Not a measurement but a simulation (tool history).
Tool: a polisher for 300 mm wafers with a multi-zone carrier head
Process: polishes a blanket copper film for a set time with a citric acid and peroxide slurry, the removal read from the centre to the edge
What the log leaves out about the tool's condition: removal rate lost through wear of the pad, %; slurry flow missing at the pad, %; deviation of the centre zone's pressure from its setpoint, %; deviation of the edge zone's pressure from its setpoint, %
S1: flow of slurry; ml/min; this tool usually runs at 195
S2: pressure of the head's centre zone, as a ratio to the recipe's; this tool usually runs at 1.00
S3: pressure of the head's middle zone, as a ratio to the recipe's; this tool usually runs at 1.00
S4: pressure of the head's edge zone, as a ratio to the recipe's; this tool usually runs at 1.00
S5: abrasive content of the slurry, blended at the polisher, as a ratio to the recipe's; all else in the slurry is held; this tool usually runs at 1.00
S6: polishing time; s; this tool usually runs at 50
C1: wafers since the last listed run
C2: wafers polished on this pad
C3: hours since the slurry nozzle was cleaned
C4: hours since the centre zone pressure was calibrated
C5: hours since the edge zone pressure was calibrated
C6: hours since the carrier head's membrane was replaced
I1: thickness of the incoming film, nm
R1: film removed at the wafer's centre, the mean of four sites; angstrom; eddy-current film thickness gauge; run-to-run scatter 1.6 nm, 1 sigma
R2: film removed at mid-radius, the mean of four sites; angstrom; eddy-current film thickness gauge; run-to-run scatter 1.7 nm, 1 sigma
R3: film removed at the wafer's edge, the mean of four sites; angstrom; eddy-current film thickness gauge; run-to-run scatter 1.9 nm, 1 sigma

run    hour   S1    S2    S3    S4    S5  S6    C1    C2     C3      C4     C5      C6     I1    R1    R2    R3
  1     0.0  195  1.10  1.00  0.93  1.00  50     0  3079  361.8   502.1  353.4   578.8  923.1  1394  1217  1248
  2    38.4  155  0.95  1.00  0.88  1.00  50   462  3542  400.2   540.5  391.8   617.2  937.2  1133  1195  1171
  3    84.1  195  1.00  1.00  1.00  1.00  50   550  4092  445.9   586.2  437.5   662.9  927.1  1273  1248  1262
  4   190.7  195  1.00  1.00  1.00  1.00  50  1283  5376  552.5   692.8  544.1   769.5  933.9  1220  1242  1249
      212.4  -- slurry nozzle cleaned
      285.9  -- edge zone pressure recalibrated
  5   289.0  195  1.04  1.00  1.00  1.20  50  1147  6523   76.6   791.1    3.1   867.8  910.2  1333  1278  1300
  6   358.4  195  1.00  1.00  1.00  1.00  50   835  7359  146.0   860.5   72.5   937.2  931.3  1204  1201  1208
      440.8  -- worn pad replaced by a new one
  7   456.6  195  1.00  0.90  1.00  1.00  60  1134   190  244.2   958.7  170.7  1035.4  950.1  1512  1424  1516
  8   549.7  195  1.00  0.91  1.00  1.00  50  1121  1311  337.3  1051.8  263.8  1128.5  911.7  1269  1189  1274
      560.0  -- carrier head's membrane replaced by a new one
  9   596.4  135  1.00  1.05  1.08  0.75  50   502  1813  384.0  1098.5  310.5    36.4  921.3  1098  1141  1157
      624.6  -- centre zone pressure recalibrated
 10   640.7  195  1.00  1.07  1.00  1.00  64   509  2322  428.3    16.1  354.8    80.7  923.4  1629  1718  1618
 11   693.5  195  1.00  1.00  1.00  1.00  50   635  2958  481.1    68.9  407.6   133.5  936.7  1277  1280  1268
 12   758.2  195  0.90  0.89  0.90  1.00  40   779  3737  545.8   133.6  472.3   198.2  926.6   913   910   978
 13   799.0  255  1.00  1.00  1.10  1.00  36   491  4229  586.6   174.4  513.1   239.0  936.7   948   940   962
 14   892.0  195  1.00  1.08  1.00  0.85  50  1119  5349  679.6   267.4  606.1   332.0  928.9  1179  1279  1150
      899.4  -- edge zone pressure recalibrated
      932.7  -- slurry nozzle cleaned
 15   949.3  170  1.00  1.00  1.11  1.00  50   653  6003   16.6   324.7   49.9   389.3  922.3  1212  1198  1273
     1060.6  -- worn pad replaced by a new one
 16  1157.9  195  1.10  1.00  1.00  1.00  57  2463  1172  225.2   533.3  258.5   597.9  942.8  1627  1451  1449
 17  1225.0  195  0.97  1.00  1.05  1.00  50   808  1980  292.3   600.4  325.6   665.0  917.1  1250  1222  1292
 18  1304.2  125  1.00  0.93  1.08  0.90  50   953  2934  371.5   679.6  404.8   744.2  938.3  1148  1053  1174
 19  1394.2  140  1.00  1.00  1.11  1.00  50  1083  4017  461.5   769.6  494.8   834.2  932.2  1169  1152  1255
 20  1499.1  195  0.96  1.04  1.08  1.00  63  1263  5281  566.4   874.5  599.7   939.1  939.8  1515  1618  1609
     1537.9  -- edge zone pressure recalibrated
 21  1550.9  195  1.00  0.89  1.03  0.85  50   599  5880  618.2   926.3   13.0   990.9  921.1  1184  1076  1204
     1568.1  -- centre zone pressure recalibrated
 22  1607.1  195  0.93  1.00  1.00  1.00  50   652  6533  674.4    39.0   69.2  1047.1  937.7  1154  1209  1228

What would each run have given without the hidden state, its run-to-run variation left as it was?
run    R1    R2    R3
  1  1410  1231  1262
  2  1149  1212  1188
  3  1295  1270  1284
  4  1254  1276  1283
  5  1386  1328  1352
  6  1264  1260  1269
  7  1518  1431  1523
  8  1277  1196  1281
  9  1106  1149  1165
 10  1643  1733  1633
 11  1293  1295  1283
 12   927   925   993
 13   967   959   981
 14  1213  1316  1183
 15  1255  1241  1318
 16  1632  1456  1453
 17  1257  1229  1299
 18  1158  1063  1185
 19  1187  1170  1274
 20  1553  1659  1650
 21  1221  1109  1242
 22  1198  1255  1275

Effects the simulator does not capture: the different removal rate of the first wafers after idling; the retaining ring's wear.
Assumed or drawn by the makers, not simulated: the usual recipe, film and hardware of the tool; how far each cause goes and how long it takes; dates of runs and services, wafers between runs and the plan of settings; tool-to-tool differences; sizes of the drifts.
